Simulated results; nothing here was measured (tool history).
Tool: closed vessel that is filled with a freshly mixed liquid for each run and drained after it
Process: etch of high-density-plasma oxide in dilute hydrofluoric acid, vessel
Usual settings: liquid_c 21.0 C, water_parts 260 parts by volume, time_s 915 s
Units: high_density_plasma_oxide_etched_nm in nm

run    hour  liquid_c  water_parts  time_s  wafers since the last listed run  hours since the thermometer was replaced  hours since the hydrofluoric acid flow meter was replaced  hours since the gauge calibration  read-back film thickness of the high-density-plasma oxide reference wafer, read on the same gauge (nm)  high_density_plasma_oxide_etched_nm
  1     0.0      21.0          205     915                                 0                                     119.4                                                     1071.7                              961.7                                                                                                   99.98                                29.00
  2    51.5      21.0          205     915                              3939                                     170.9                                                     1123.2                             1013.2                                                                                                  100.01                                29.34
       65.8  -- gauge calibrated
  3   106.5      21.0          260     915                              4206                                     225.9                                                     1178.2                               40.7                                                                                                  100.03                                21.60
  4   159.7      21.0          260     915                              4069                                     279.1                                                     1231.4                               93.9                                                                                                  100.01                                21.67
  5   197.8      21.0          260     915                              2914                                     317.2                                                     1269.5                              132.0                                                                                                  100.02                                21.53
  6   226.2      21.0          260     915                              2172                                     345.6                                                     1297.9                              160.4                                                                                                   99.97                                21.59
  7   282.2      21.0          260     915                              4283                                     401.6                                                     1353.9                              216.4                                                                                                  100.01                                21.24
  8   309.3      19.5          260     915                              2072                                     428.7                                                     1381.0                              243.5                                                                                                   99.98                                20.16
  9   359.1      19.5          260     915                              3809                                     478.5                                                     1430.8                              293.3                                                                                                  100.02                                20.09
 10   383.8      21.0          260     915                              1889                                     503.2                                                     1455.5                              318.0                                                                                                   99.99                                21.02
 11   439.3      21.0          260     915                              4245                                     558.7                                                     1511.0                              373.5                                                                                                   99.96                                21.23
      442.5  -- hydrofluoric acid flow meter replaced
 12   471.1      21.0          260     915                              2355                                     590.5                                                       28.6                              405.3                                                                                                   99.99                                20.87
 13   528.3      21.0          195     915                              4375                                     647.7                                                       85.8                              462.5                                                                                                   99.99                                29.83
 14   586.4      21.0          260     480                              4443                                     705.8                                                      143.9                              520.6                                                                                                   99.99                                11.09
 15   656.4      23.0          200     775                              5354                                     775.8                                                      213.9                              590.6                                                                                                  100.00                                26.39
      684.4  -- thermometer replaced
 16   722.1      17.0          170    1325                              4948                                      37.7                                                      279.6                              656.3                                                                                                   99.99                                45.20
 17   785.5      19.5          330    1165                              4849                                     101.1                                                      343.0                              719.7                                                                                                  100.02                                19.24
 18   841.3      25.5          260     635                              4267                                     156.9                                                      398.8                              775.5                                                                                                  100.01                                17.84
 19   899.9      21.0          260     915                              4482                                     215.5                                                      457.4                              834.1                                                                                                  100.04                                21.57
 20   954.3      25.5          135     770                              4160                                     269.9                                                      511.8                              888.5                                                                                                  100.03                                47.85
 21   981.8      25.5          195    1300                              2103                                     297.4                                                      539.3                              916.0                                                                                                   99.98                                50.95
 22  1006.9      17.0          140     915                              1919                                     322.5                                                      564.4                              941.1                                                                                                   99.99                                38.43
     1023.5  -- gauge calibrated
 23  1033.1      21.0          260     915                              2003                                     348.7                                                      590.6                                9.6                                                                                                   99.98                                21.16
 24  1057.4      21.0          260     510                              1858                                     373.0                                                      614.9                               33.9                                                                                                  100.03                                11.78
 25  1121.6      21.0          260     915                              4910                                     437.2                                                      679.1                               98.1                                                                                                  100.00                                21.37
 26  1184.8      21.0          130     915                              4833                                     500.4                                                      742.3                              161.3                                                                                                   99.99                                48.35
 27  1311.4      18.5          390    1195                              9683                                     627.0                                                      868.9                              287.9                                                                                                  100.00                                14.85

Hidden state or all else? Some run-to-run changes of high_density_plasma_oxide_etched_nm, split into what the settings, what came in and random variation would give without the hidden state, and what is left for the hidden state (with any gauge scatter that isn't in both results):
The hidden state here: liquid colder than its thermometer reads (K); hydrofluoric acid flow above the setpoint (%); gauge reads high (%).
Run 25 -> 26: water_parts 260 -> 130. high_density_plasma_oxide_etched_nm +26.98 nm: hidden state -1.35, all else +28.33.
Run 26 -> 27: liquid_c 21.0 -> 18.5, water_parts 130 -> 390, time_s 915 -> 1195. high_density_plasma_oxide_etched_nm -33.50 nm: hidden state +1.39, all else -34.89.
